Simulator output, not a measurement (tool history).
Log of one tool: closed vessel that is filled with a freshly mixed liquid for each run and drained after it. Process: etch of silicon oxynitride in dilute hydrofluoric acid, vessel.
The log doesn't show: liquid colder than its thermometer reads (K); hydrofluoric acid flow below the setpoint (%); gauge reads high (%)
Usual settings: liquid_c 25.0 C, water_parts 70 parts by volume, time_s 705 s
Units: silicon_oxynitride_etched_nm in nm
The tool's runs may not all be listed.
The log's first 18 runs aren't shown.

run     day  liquid_c  water_parts  time_s  wafers since the last listed run  hours since the thermometer was replaced  hours since the hydrofluoric acid flow meter was replaced  hours since the gauge calibration  read-back film thickness of the silicon oxynitride reference wafer, read on the same gauge (nm)  silicon_oxynitride_etched_nm
     18.717  -- gauge calibrated
 19  19.267      25.0           55     920                              1882                                      87.1                                                      959.9                               13.2                                                                                            70.00                         93.31
 20  20.254      25.0           70     705                              1297                                     110.8                                                      983.6                               36.9                                                                                            70.01                         54.81
 21  21.221      27.0           70    1025                              1269                                     134.0                                                     1006.8                               60.1                                                                                            70.00                         87.81
 22  22.150      27.0           60     705                              1220                                     156.3                                                     1029.1                               82.4                                                                                            69.99                         71.19
 23  23.467      23.0          100     705                              1729                                     187.9                                                     1060.7                              114.0                                                                                            70.02                         34.16
     23.988  -- hydrofluoric acid flow meter replaced
 24  24.567      28.5           35     350                              1390                                     214.3                                                       13.9                              140.4                                                                                            70.00                         66.49
 25  25.458      25.0           70     905                              1171                                     235.7                                                       35.3                              161.8                                                                                            70.00                         70.19
 26  26.067      25.0           85     935                               799                                     250.3                                                       49.9                              176.4                                                                                            70.00                         58.86
 27  27.529      29.0           95     550                              1920                                     285.4                                                       85.0                              211.5                                                                                            70.01                         37.26
 28  28.538      25.0           95     705                              1324                                     309.6                                                      109.2                              235.7                                                                                            69.98                         39.21
 29  29.504      28.0          100     325                              1269                                     332.8                                                      132.4                              258.9                                                                                            70.01                         19.73
 30  32.075      25.0           70     705                              3376                                     394.5                                                      194.1                              320.6                                                                                            70.02                         54.61
 31  33.321      27.0           70     705                              1636                                     424.4                                                      224.0                              350.5                                                                                            69.99                         60.17
 32  34.242      29.5           70     705                              1209                                     446.5                                                      246.1                              372.6                                                                                            69.99                         67.79
 33  34.817      25.0           70     705                               755                                     460.3                                                      259.9                              386.4                                                                                            70.00                         54.53

Forecast each of these 4 alternatives for the next run:
  A  34.850      25.0           80     705                                43                                     461.1                                                      260.7                              387.2                                                                                                ?                             ?
  B  34.850      25.0           40     705                                43                                     461.1                                                      260.7                              387.2                                                                                                ?                             ?
  C  34.850      25.0           90    1005                                43                                     461.1                                                      260.7                              387.2                                                                                                ?                             ?
  D  34.850      28.5           40     835                                43                                     461.1                                                      260.7                              387.2                                                                                                ?                             ?

run  read-back film thickness of the silicon oxynitride reference wafer, read on the same gauge (nm)  silicon_oxynitride_etched_nm
  A                                                                                            70.01                         46.94
  B                                                                                            70.01                         97.11
  C                                                                                            70.01                         58.97
  D                                                                                            70.01                        136.19
Without the tool's hidden state the same runs would have given:
run  silicon_oxynitride_etched_nm
  A                         47.91
  B                         99.17
  C                         60.18
  D                        139.01
